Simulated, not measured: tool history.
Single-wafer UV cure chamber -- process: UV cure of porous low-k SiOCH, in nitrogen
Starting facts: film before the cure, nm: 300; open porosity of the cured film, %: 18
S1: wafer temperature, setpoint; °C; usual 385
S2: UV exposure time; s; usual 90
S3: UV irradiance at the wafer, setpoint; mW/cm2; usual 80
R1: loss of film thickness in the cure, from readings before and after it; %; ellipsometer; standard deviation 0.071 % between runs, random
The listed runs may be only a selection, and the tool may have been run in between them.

run 1 hour=0.0 | S1=370 S2=90 S3=80 | R1=6.144
run 2 hour=54.4 | S1=370 S2=90 S3=80 | R1=6.143
run 3 hour=91.4 | S1=370 S2=90 S3=80 | R1=6.172
run 4 hour=143.6 | S1=395 S2=90 S3=80 | R1=6.463
-- hour=216.0 quartz window cleaned
run 5 hour=216.5 | S1=395 S2=90 S3=80 | R1=6.727
run 6 hour=314.9 | S1=385 S2=90 S3=80 | R1=6.128
run 7 hour=382.5 | S1=385 S2=90 S3=80 | R1=6.285
run 8 hour=408.2 | S1=385 S2=90 S3=80 | R1=6.095
-- hour=423.6 quartz window cleaned
run 9 hour=465.3 | S1=385 S2=90 S3=104 | R1=7.392
run 10 hour=523.9 | S1=385 S2=90 S3=104 | R1=7.225
run 11 hour=587.9 | S1=373 S2=90 S3=80 | R1=5.915
run 12 hour=613.0 | S1=385 S2=90 S3=95 | R1=6.998
-- hour=647.1 quartz window cleaned
run 13 hour=666.3 | S1=385 S2=75 S3=45 | R1=3.861
run 14 hour=717.2 | S1=385 S2=130 S3=97 | R1=8.680
run 15 hour=779.1 | S1=375 S2=90 S3=80 | R1=6.102
-- hour=810.9 UV bulbs replaced
-- hour=861.4 quartz window cleaned
run 16 hour=890.1 | S1=385 S2=90 S3=80 | R1=6.519
run 17 hour=922.0 | S1=375 S2=130 S3=80 | R1=7.686
run 18 hour=952.5 | S1=385 S2=125 S3=80 | R1=7.567
run 19 hour=1059.5 | S1=385 S2=90 S3=106 | R1=7.189
run 20 hour=1085.2 | S1=385 S2=90 S3=80 | R1=6.190
-- hour=1114.0 quartz window cleaned
run 21 hour=1138.9 | S1=385 S2=90 S3=106 | R1=7.599

Selected run-to-run steps in R1, each split into two signed amounts: the part the tool would show with no hidden state at all (from settings, incoming material and random variation), and the remainder, which goes to the hidden state together with any gauge scatter not common to the measured and the hidden-state-free results:
Hidden state at play: lamp output below its setpoint, %; transmission lost against a clean window, %.
Run 4 -> 5: quartz window cleaned. R1 +0.264 %: hidden state +0.287, all else -0.023.
Run 12 -> 13: S2 90 -> 75, S3 95 -> 45, quartz window cleaned. R1 -3.137 %: hidden state +0.326, all else -3.463.
Run 13 -> 14: S2 75 -> 130, S3 45 -> 97. R1 +4.819 %: hidden state -0.172, all else +4.991.
